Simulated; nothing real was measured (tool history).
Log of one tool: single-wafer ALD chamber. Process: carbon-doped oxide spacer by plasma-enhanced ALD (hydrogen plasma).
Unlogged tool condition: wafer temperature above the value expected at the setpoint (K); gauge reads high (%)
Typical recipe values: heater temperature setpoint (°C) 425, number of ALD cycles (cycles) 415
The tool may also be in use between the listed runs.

run     day  heater temperature setpoint (°C)  number of ALD cycles (cycles)  wafers since the last listed run  hours since the last thermocouple change  hours since the gauge calibration  read-back reference wafer on the same gauge, thickness_nm  mean film thickness on the monitor wafer (Å)
  1       0                               425                            395                                 0                                    1348.3                               16.7                                                     15.994                                        187.51
  2   1.192                               425                            395                                23                                    1376.9                               45.3                                                     15.997                                         187.1
  3   2.112                               429                            452                                17                                      1399                               67.4                                                     16.009                                        211.62
  4   3.533                               429                            452                                27                                    1433.1                              101.5                                                     16.019                                        211.15
  5   4.988                               429                            452                                28                                      1468                              136.4                                                     15.986                                        208.94
  6   5.554                               425                            415                                10                                    1481.6                                150                                                     16.005                                        195.31
  7   6.983                               425                            415                                27                                    1515.9                              184.3                                                     15.992                                        195.84
  8    8.45                               425                            415                                28                                    1551.1                              219.5                                                      16.01                                        195.14
  9     9.9                               425                            415                                28                                    1585.9                              254.3                                                     15.996                                        194.77
 10  10.546                               425                            415                                12                                    1601.4                              269.8                                                     16.001                                        196.43
 11  11.979                               425                            415                                27                                    1635.8                              304.2                                                     16.005                                        195.92
 12    12.5                               425                            415                                10                                    1648.3                              316.7                                                     15.987                                        194.86
 13  13.779                               425                            415                                24                                      1679                              347.4                                                     16.019                                        195.12
 14  14.712                               425                            415                                18                                    1701.4                              369.8                                                     15.994                                        195.54
 15  15.812                               425                            415                                21                                    1727.8                              396.2                                                     15.971                                        195.63
 16  17.217                               425                            415                                27                                    1761.5                              429.9                                                      16.02                                         196.5
 17  17.933                               425                            415                                13                                    1778.7                              447.1                                                      15.99                                        194.98
 18  19.146                               425                            415                                23                                    1807.8                              476.2                                                     16.008                                         195.9
 19  20.392                               425                            463                                24                                    1837.7                              506.1                                                     15.997                                        217.23
 20  21.408                               425                            463                                19                                    1862.1                              530.5                                                     15.998                                        217.57
 21   22.25                               425                            463                                16                                    1882.3                              550.7                                                     15.972                                        218.31
 22  23.117                               425                            415                                16                                    1903.1                              571.5                                                     16.011                                        196.05
 23  24.583                               412                            347                                28                                    1938.3                              606.7                                                     15.971                                        170.51
 24  25.108                               425                            415                                10                                    1950.9                              619.3                                                     16.007                                        194.34
     26.133  -- thermocouple changed; heater temperature recalibrated
 25  26.333                               438                            415                                17                                       4.8                              648.7                                                     15.991                                        187.81
 26  27.208                               421                            493                                16                                      25.8                              669.7                                                     16.002                                        234.57
 27    28.5                               425                            384                                25                                      56.8                              700.7                                                     16.007                                        180.12
 28   29.45                               425                            415                                18                                      79.6                              723.5                                                     16.012                                         194.9
 29  30.883                               434                            483                                27                                       114                              757.9                                                     16.003                                        221.72
 30  31.517                               439                            470                                12                                     129.2                              773.1                                                         16                                         211.4
 31    32.6                               415                            367                                21                                     155.2                              799.1                                                     15.987                                        178.58
 32  34.021                               433                            485                                27                                     189.3                              833.2                                                     15.982                                        222.24
 33  35.175                               420                            454                                22                                       217                              860.9                                                     15.997                                        220.05
 34  35.725                               431                            374                                10                                     230.2                              874.1                                                     16.006                                        173.13
 35  36.725                               425                            483                                19                                     254.2                              898.1                                                     16.007                                        229.91
 36  37.712                               425                            415                                19                                     277.9                              921.8                                                      16.01                                        194.74
     37.825  -- gauge calibrated
 37  38.525                               418                            446                                15                                     297.4                               16.8                                                     15.975                                        215.32
 38  39.242                               425                            471                                13                                     314.6                                 34                                                     16.002                                        222.15
 39  40.462                               425                            415                                23                                     343.9                               63.3                                                     16.004                                           197
 40  41.867                               436                            482                                27                                     377.6                                 97                                                     15.972                                        221.94
 41  43.208                               412                            451                                26                                     409.8                              129.2                                                     16.016                                        219.84
 42   44.35                               425                            415                                22                                     437.2                              156.6                                                     15.991                                        198.31
 43  45.825                               413                            394                                28                                     472.6                                192                                                     15.984                                         194.1
 44  46.962                               438                            415                                22                                     499.9                              219.3                                                     15.995                                        186.31
 45  47.638                               431                            386                                13                                     516.1                              235.5                                                     16.019                                        181.16

Predict each of these 4 candidate next runs independently; none follows another, all start after run 45:
  A  47.679                               425                            415                                 0                                     517.1                              236.5                                                          ?                                             ?
  B  47.679                               437                            374                                 0                                     517.1                              236.5                                                          ?                                             ?
  C  47.679                               414                            383                                 0                                     517.1                              236.5                                                          ?                                             ?
  D  47.679                               425                            363                                 0                                     517.1                              236.5                                                          ?                                             ?

run  read-back reference wafer on the same gauge, thickness_nm  mean film thickness on the monitor wafer (Å)
  A                                                     15.997                                        196.23
  B                                                     15.997                                        170.79
  C                                                     15.997                                        186.79
  D                                                     15.997                                        171.65
With the hidden condition removed and each run's random variation left untouched, the same runs would have given:
run  mean film thickness on the monitor wafer (Å)
  A                                        196.23
  B                                        170.79
  C                                        186.79
  D                                        171.65
